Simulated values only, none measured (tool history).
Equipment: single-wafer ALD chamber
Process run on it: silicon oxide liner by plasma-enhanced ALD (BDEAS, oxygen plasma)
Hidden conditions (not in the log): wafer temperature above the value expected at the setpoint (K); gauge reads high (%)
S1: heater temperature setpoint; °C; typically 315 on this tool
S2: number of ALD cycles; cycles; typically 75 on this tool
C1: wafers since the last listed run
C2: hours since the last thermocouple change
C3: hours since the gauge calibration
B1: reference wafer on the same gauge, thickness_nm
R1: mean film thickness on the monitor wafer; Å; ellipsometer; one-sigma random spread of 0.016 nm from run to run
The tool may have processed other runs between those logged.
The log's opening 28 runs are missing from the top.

run    hour   S1  S2   C1      C2      C3     B1     R1
 29  1346.7  315  85  203  2246.9  2137.6  7.864  74.71
     1401.5  -- thermocouple changed; heater temperature recalibrated
 30  1545.8  319  88  805   144.3  2336.7  7.884  77.34
     1586.6  -- gauge calibrated
 31  1606.5  315  75  255     205    19.9   7.77  65.41
 32  1634.8  320  75  119   233.3    48.2  7.772  64.82
 33  1664.8  315  75  126   263.3    78.2  7.769   65.2
 34  1723.9  315  75  249   322.4   137.3   7.78  65.15
 35  1778.1  315  75  228   376.6   191.5  7.772  65.63
 36  1841.3  324  89  266   439.8   254.7  7.773  76.62
 37  1880.7  324  75  166   479.2   294.1  7.778  64.47
 38  1949.3  315  75  289   547.8   362.7  7.774  64.86
 39  1984.5  307  66  148     583   397.9  7.778  57.92
 40  2056.5  301  87  303     655   469.9  7.776  76.94
 41  2101.5  319  66  189     700   514.9  7.781  57.15
 42  2146.8  301  89  190   745.3   560.2  7.781   78.8
 43  2173.2  307  68  111   771.7   586.6  7.778  59.73
 44  2230.1  315  75  239   828.6   643.5   7.78  64.98
 45  2275.2  322  87  190   873.7   688.6  7.789  74.88
 46  2310.3  323  63  147   908.8   723.7  7.791  54.32
 47  2379.7  315  75  292   978.2   793.1  7.787  65.39
 48  2408.7  315  75  122  1007.2   822.1  7.786   65.3

Here are 3 independent what-if runs from the current tool condition. What would each one return?
  A  2409.2  315  75   2  1007.7  822.6   ?   ?
  B  2409.2  324  61   2  1007.7  822.6   ?   ?
  C  2409.2  315  90   2  1007.7  822.6   ?   ?

run    B1     R1
  A  7.79  65.61
  B  7.79  52.76
  C  7.79  78.73
With the hidden condition removed and each run's random variation left untouched, the same runs would have given:
run     R1
  A  65.46
  B  52.64
  C  78.55
